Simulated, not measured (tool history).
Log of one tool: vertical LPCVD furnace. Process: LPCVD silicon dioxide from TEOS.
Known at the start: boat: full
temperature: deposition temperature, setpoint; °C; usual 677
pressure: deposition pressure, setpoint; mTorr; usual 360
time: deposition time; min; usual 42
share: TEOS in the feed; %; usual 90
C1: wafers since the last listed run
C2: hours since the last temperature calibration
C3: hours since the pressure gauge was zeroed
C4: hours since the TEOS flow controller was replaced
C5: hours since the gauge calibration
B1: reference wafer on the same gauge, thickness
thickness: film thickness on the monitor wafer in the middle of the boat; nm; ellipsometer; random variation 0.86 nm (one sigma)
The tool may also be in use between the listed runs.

run 1 hour=0 | temperature=677 pressure=360 time=42 share=90 | C1=0 C2=4044.8 C3=2182.2 C4=5542.6 C5=907.9 | B1=260.87 | thickness=239
run 2 hour=34.2 | temperature=677 pressure=360 time=42 share=90 | C1=667 C2=4079 C3=2216.4 C4=5576.8 C5=942.1 | B1=260.79 | thickness=239.46
run 3 hour=58.3 | temperature=677 pressure=360 time=42 share=90 | C1=470 C2=4103.1 C3=2240.5 C4=5600.9 C5=966.2 | B1=260.93 | thickness=240.81
-- hour=91.2 pressure gauge zeroed
run 4 hour=98 | temperature=677 pressure=360 time=42 share=90 | C1=306 C2=4142.8 C3=6.8 C4=5640.6 C5=1005.9 | B1=260.95 | thickness=238.32
run 5 hour=114.7 | temperature=677 pressure=360 time=42 share=90 | C1=326 C2=4159.5 C3=23.5 C4=5657.3 C5=1022.6 | B1=260.98 | thickness=240.49
run 6 hour=127.6 | temperature=677 pressure=360 time=42 share=90 | C1=251 C2=4172.4 C3=36.4 C4=5670.2 C5=1035.5 | B1=260.82 | thickness=240.84
-- hour=138.6 gauge calibrated
run 7 hour=159.8 | temperature=677 pressure=360 time=42 share=90 | C1=628 C2=4204.6 C3=68.6 C4=5702.4 C5=21.2 | B1=260.94 | thickness=239.28
run 8 hour=179.9 | temperature=677 pressure=360 time=42 share=90 | C1=392 C2=4224.7 C3=88.7 C4=5722.5 C5=41.3 | B1=260.75 | thickness=240.35
-- hour=215.2 thermocouples replaced and temperature profile calibrated
run 9 hour=215.7 | temperature=677 pressure=360 time=42 share=90 | C1=230 C2=0.5 C3=124.5 C4=5758.3 C5=77.1 | B1=260.78 | thickness=221.3
run 10 hour=222.3 | temperature=677 pressure=360 time=42 share=90 | C1=128 C2=7.1 C3=131.1 C4=5764.9 C5=83.7 | B1=261.09 | thickness=222.28
run 11 hour=245.2 | temperature=677 pressure=360 time=42 share=90 | C1=447 C2=30 C3=154 C4=5787.8 C5=106.6 | B1=261.06 | thickness=223.26
run 12 hour=267.1 | temperature=674 pressure=320 time=32 share=74 | C1=427 C2=51.9 C3=175.9 C4=5809.7 C5=128.5 | B1=260.91 | thickness=135.24
run 13 hour=279.8 | temperature=669 pressure=360 time=42 share=97 | C1=248 C2=64.6 C3=188.6 C4=5822.4 C5=141.2 | B1=261.24 | thickness=190.78
run 14 hour=311.9 | temperature=677 pressure=390 time=58 share=97 | C1=626 C2=96.7 C3=220.7 C4=5854.5 C5=173.3 | B1=261.28 | thickness=332.01
run 15 hour=326.7 | temperature=677 pressure=360 time=42 share=90 | C1=289 C2=111.5 C3=235.5 C4=5869.3 C5=188.1 | B1=260.93 | thickness=224.07
run 16 hour=352.7 | temperature=677 pressure=410 time=56.5 share=95 | C1=507 C2=137.5 C3=261.5 C4=5895.3 C5=214.1 | B1=260.95 | thickness=326.76
run 17 hour=373.1 | temperature=677 pressure=360 time=50 share=83 | C1=398 C2=157.9 C3=281.9 C4=5915.7 C5=234.5 | B1=260.82 | thickness=253.64
-- hour=400.9 TEOS flow controller replaced
run 18 hour=408.3 | temperature=685 pressure=410 time=26.5 share=97 | C1=218 C2=193.1 C3=317.1 C4=7.4 C5=269.7 | B1=260.92 | thickness=189.29
run 19 hour=440.8 | temperature=672 pressure=390 time=53 share=77 | C1=634 C2=225.6 C3=349.6 C4=39.9 C5=302.2 | B1=261.12 | thickness=238.76
run 20 hour=462.8 | temperature=684 pressure=360 time=42 share=90 | C1=429 C2=247.6 C3=371.6 C4=61.9 C5=324.2 | B1=261.01 | thickness=263.71
run 21 hour=477.5 | temperature=677 pressure=280 time=42 share=90 | C1=287 C2=262.3 C3=386.3 C4=76.6 C5=338.9 | B1=261 | thickness=196.75
run 22 hour=495 | temperature=687 pressure=360 time=42 share=90 | C1=341 C2=279.8 C3=403.8 C4=94.1 C5=356.4 | B1=260.94 | thickness=284.74
run 23 hour=530.9 | temperature=677 pressure=360 time=42 share=90 | C1=701 C2=315.7 C3=439.7 C4=130 C5=392.3 | B1=261.3 | thickness=222.67
run 24 hour=544.1 | temperature=677 pressure=325 time=57 share=97 | C1=257 C2=328.9 C3=452.9 C4=143.2 C5=405.5 | B1=261.02 | thickness=297.07
run 25 hour=559.7 | temperature=677 pressure=360 time=42 share=90 | C1=304 C2=344.5 C3=468.5 C4=158.8 C5=421.1 | B1=261.02 | thickness=222.04
run 26 hour=580.5 | temperature=677 pressure=360 time=42 share=90 | C1=406 C2=365.3 C3=489.3 C4=179.6 C5=441.9 | B1=261.1 | thickness=222.31
run 27 hour=602.8 | temperature=677 pressure=360 time=42 share=90 | C1=435 C2=387.6 C3=511.6 C4=201.9 C5=464.2 | B1=260.99 | thickness=223.74
run 28 hour=623.5 | temperature=677 pressure=360 time=29 share=90 | C1=404 C2=408.3 C3=532.3 C4=222.6 C5=484.9 | B1=261.28 | thickness=153.67
run 29 hour=649.3 | temperature=677 pressure=360 time=42 share=90 | C1=503 C2=434.1 C3=558.1 C4=248.4 C5=510.7 | B1=260.84 | thickness=222.7
run 30 hour=681.3 | temperature=682 pressure=425 time=53 share=77 | C1=624 C2=466.1 C3=590.1 C4=280.4 C5=542.7 | B1=261.14 | thickness=320.01
run 31 hour=710.4 | temperature=677 pressure=360 time=42 share=90 | C1=568 C2=495.2 C3=619.2 C4=309.5 C5=571.8 | B1=261.07 | thickness=222.11

The tool's hidden state at each run:
true pressure minus gauge reading, mTorr: 0 in every run
deviation of the TEOS flow from its setpoint, %: 0 in every run
gauge reads high (%): 0 in every run
H1: true tube temperature minus thermocouple reading, K
run=1 H1=2.9
run=2 H1=2.95
run=3 H1=2.99
run=4 H1=3.04
run=5 H1=3.07
run=6 H1=3.09
run=7 H1=3.13
run=8 H1=3.16
run=9 H1=0.00274
run=10 H1=0.00275
run=11 H1=0.00289
run=12 H1=0.00321
run=13 H1=0.00347
run=14 H1=0.00437
run=15 H1=0.00491
run=16 H1=0.00603
run=17 H1=0.00708
run=18 H1=0.00924
run=19 H1=0.0116
run=20 H1=0.0134
run=21 H1=0.0147
run=22 H1=0.0164
run=23 H1=0.0201
run=24 H1=0.0216
run=25 H1=0.0234
run=26 H1=0.026
run=27 H1=0.0289
run=28 H1=0.0318
run=29 H1=0.0356
run=30 H1=0.0406
run=31 H1=0.0455
